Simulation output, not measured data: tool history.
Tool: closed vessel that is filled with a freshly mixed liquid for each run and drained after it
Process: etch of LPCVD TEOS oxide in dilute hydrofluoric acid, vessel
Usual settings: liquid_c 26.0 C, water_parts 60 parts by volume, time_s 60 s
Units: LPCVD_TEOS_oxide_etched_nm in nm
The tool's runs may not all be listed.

run    hour  liquid_c  water_parts  time_s  wafers since the last listed run  hours since the thermometer was replaced  hours since the hydrofluoric acid flow meter was replaced  hours since the gauge calibration  read-back film thickness of the LPCVD TEOS oxide reference wafer, read on the same gauge (nm)  LPCVD_TEOS_oxide_etched_nm
  1     0.0      26.0           60      60                                 0                                     618.8                                                     1134.1                              894.7                                                                                          29.98                       56.47
  2   100.2      26.0           60      60                              9403                                     719.0                                                     1234.3                              994.9                                                                                          29.98                       57.24
  3   184.3      26.0           60      60                              7892                                     803.1                                                     1318.4                             1079.0                                                                                          29.99                       56.93
  4   228.7      26.0           60      60                              4166                                     847.5                                                     1362.8                             1123.4                                                                                          30.02                       57.19
  5   282.0      26.0           60      60                              5002                                     900.8                                                     1416.1                             1176.7                                                                                          30.01                       57.48
  6   319.7      26.0           60      60                              3538                                     938.5                                                     1453.8                             1214.4                                                                                          30.00                       58.84
  7   395.8      26.0           60      60                              7141                                    1014.6                                                     1529.9                             1290.5                                                                                          30.02                       57.16
  8   480.9      26.0           60      60                              7986                                    1099.7                                                     1615.0                             1375.6                                                                                          29.99                       58.73
  9   795.4      27.0           75      60                             29515                                    1414.2                                                     1929.5                             1690.1                                                                                          29.98                       48.73
 10   841.7      27.0           75      60                              4345                                    1460.5                                                     1975.8                             1736.4                                                                                          30.01                       48.99
      862.8  -- hydrofluoric acid flow meter replaced
 11   886.4      27.0           75      60                              4101                                    1505.2                                                       23.6                             1781.1                                                                                          30.00                       45.38
 12   947.2      28.5           60      80                              5705                                    1566.0                                                       84.4                             1841.9                                                                                          29.98                       82.70
 13  1034.2      27.5           75      85                              8164                                    1653.0                                                      171.4                             1928.9                                                                                          30.01                       67.05
     1059.9  -- gauge calibrated
 14  1109.2      28.5           50      40                              7038                                    1728.0                                                      246.4                               49.3                                                                                          29.99                       50.73
 15  1157.2      26.0           60      60                              4504                                    1776.0                                                      294.4                               97.3                                                                                          30.02                       57.42
     1185.9  -- thermometer replaced
 16  1214.4      24.0           60      60                              5274                                      28.5                                                      351.6                              154.5                                                                                          30.00                       49.83
 17  1252.0      24.5           60      60                              3528                                      66.1                                                      389.2                              192.1                                                                                          30.01                       51.05
 18  1330.9      26.0           60      60                              7404                                     145.0                                                      468.1                              271.0                                                                                          30.01                       53.99
 19  1417.8      26.0           70      80                              8155                                     231.9                                                      555.0                              357.9                                                                                          29.97                       61.14
 20  1466.2      29.5           40      35                              4542                                     280.3                                                      603.4                              406.3                                                                                          30.00                       56.52
 21  1518.7      26.0           60      60                              4927                                     332.8                                                      655.9                              458.8                                                                                          29.97                       55.55
 22  1625.2      28.5           85      60                              9994                                     439.3                                                      762.4                              565.3                                                                                          29.99                       41.36
 23  1826.2      26.0           30      85                             18863                                     640.3                                                      963.4                              766.3                                                                                          29.99                      164.96
 24  1873.5      26.0           80      60                              4439                                     687.6                                                     1010.7                              813.6                                                                                          29.99                       41.16
 25  1915.0      30.0           75      30                              3894                                     729.1                                                     1052.2                              855.1                                                                                          30.00                       26.25

Forecast run 26:
 26  1980.2      26.0           60      60                              6118                                     794.3                                                     1117.4                              920.3                                                                                              ?                           ?

{"run 26": {"read-back film thickness of the LPCVD TEOS oxide reference wafer, read on the same gauge (nm)": 30.01, "LPCVD_TEOS_oxide_etched_nm": 57.61}}
Without the tool's hidden state the same run would have given LPCVD_TEOS_oxide_etched_nm 52.62 nm.
